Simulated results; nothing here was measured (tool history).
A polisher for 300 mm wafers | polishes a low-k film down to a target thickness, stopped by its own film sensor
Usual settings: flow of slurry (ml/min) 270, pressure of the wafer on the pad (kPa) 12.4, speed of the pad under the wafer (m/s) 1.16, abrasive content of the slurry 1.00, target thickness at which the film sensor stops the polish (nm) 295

run   hour  flow of slurry (ml/min)  pressure of the wafer on the pad (kPa)  speed of the pad under the wafer (m/s)  abrasive content of the slurry  target thickness at which the film sensor stops the polish (nm)  incoming thickness of the incoming film, nm  time until the film sensor stopped the polish (s)
  1    0.0                      270                                    12.4                                    1.16                            1.00                                                              295                                        329.2                                              107.5
  2   17.0                      270                                    12.4                                    1.16                            1.00                                                              295                                        327.0                                              105.2
  3   33.2                      270                                    12.4                                    1.16                            1.15                                                              295                                        335.4                                              128.0
      35.5  -- head pressure recalibrated
  4   39.4                      270                                    12.4                                    1.16                            1.15                                                              295                                        332.6                                              119.4
  5   48.5                      270                                    12.4                                    1.16                            1.00                                                              295                                        330.1                                              115.6
      60.6  -- slurry nozzle cleaned
  6   62.9                      270                                    12.4                                    1.16                            1.00                                                              295                                        333.0                                              113.9
  7   94.7                      270                                    12.4                                    1.16                            1.00                                                              295                                        327.1                                               94.4
  8  100.8                      270                                    12.4                                    0.92                            0.70                                                              288                                        328.7                                              162.2
     112.5  -- worn pad replaced by a new one
  9  113.0                      270                                    12.4                                    1.16                            1.00                                                              295                                        329.8                                              106.3
 10  118.2                      195                                    12.4                                    1.16                            1.00                                                              285                                        335.5                                              158.1
     125.7  -- conditioning disc replaced and pad reconditioned
 11  129.2                      190                                    12.4                                    1.16                            1.00                                                              295                                        328.7                                              106.5
 12  137.1                      295                                    12.4                                    1.16                            1.00                                                              284                                        334.7                                              151.3
 13  144.1                      345                                    15.2                                    1.40                            1.00                                                              295                                        328.2                                               72.4
 14  161.6                      270                                    15.9                                    1.38                            1.15                                                              295                                        330.2                                               71.7
 15  168.6                      270                                    12.4                                    1.16                            1.00                                                              295                                        324.9                                               90.4
     211.9  -- slurry blender recalibrated
 16  212.4                      270                                    12.4                                    0.80                            1.20                                                              289                                        334.8                                              173.2
 17  218.8                      175                                    12.4                                    1.54                            0.80                                                              295                                        330.6                                              101.6
 18  225.7                      295                                    12.4                                    1.16                            1.00                                                              284                                        327.8                                              130.8
 19  235.6                      270                                    12.4                                    1.16                            1.00                                                              295                                        328.8                                              105.0
 20  252.4                      270                                    12.4                                    1.16                            0.75                                                              295                                        332.6                                              128.6
     262.5  -- conditioning disc replaced and pad reconditioned
 21  263.1                      270                                    12.4                                    1.46                            1.10                                                              301                                        325.8                                               63.1
     277.4  -- worn pad replaced by a new one
 22  277.9                      270                                    12.4                                    0.92                            1.00                                                              305                                        327.4                                               84.7
 23  289.0                      270                                    12.4                                    1.16                            1.00                                                              295                                        327.1                                               99.9
 24  295.7                      270                                    12.4                                    1.16                            1.00                                                              295                                        335.7                                              126.3
 25  302.2                      270                                    12.4                                    1.16                            1.00                                                              295                                        330.1                                              107.6
 26  318.7                      310                                    16.5                                    1.16                            0.75                                                              298                                        336.1                                              101.3

4 ways to go on from here, each from the tool as it stands after run 26. What would each give?
  A  319.1                      270                                    12.4                                    1.16                            1.00                                                              295                                        329.2                                                  ?
  B  319.1                      270                                    11.0                                    0.78                            0.75                                                              291                                        329.2                                                  ?
  C  319.1                      270                                    12.4                                    0.88                            1.00                                                              295                                        329.2                                                  ?
  D  319.1                      315                                    11.0                                    1.16                            1.20                                                              303                                        329.2                                                  ?

run  time until the film sensor stopped the polish (s)
  A                                              109.9
  B                                              199.8
  C                                              137.1
  D                                               84.6
Without the tool's hidden state the same runs would have given:
run  time until the film sensor stopped the polish (s)
  A                                              104.0
  B                                              189.0
  C                                              129.7
  D                                               80.7
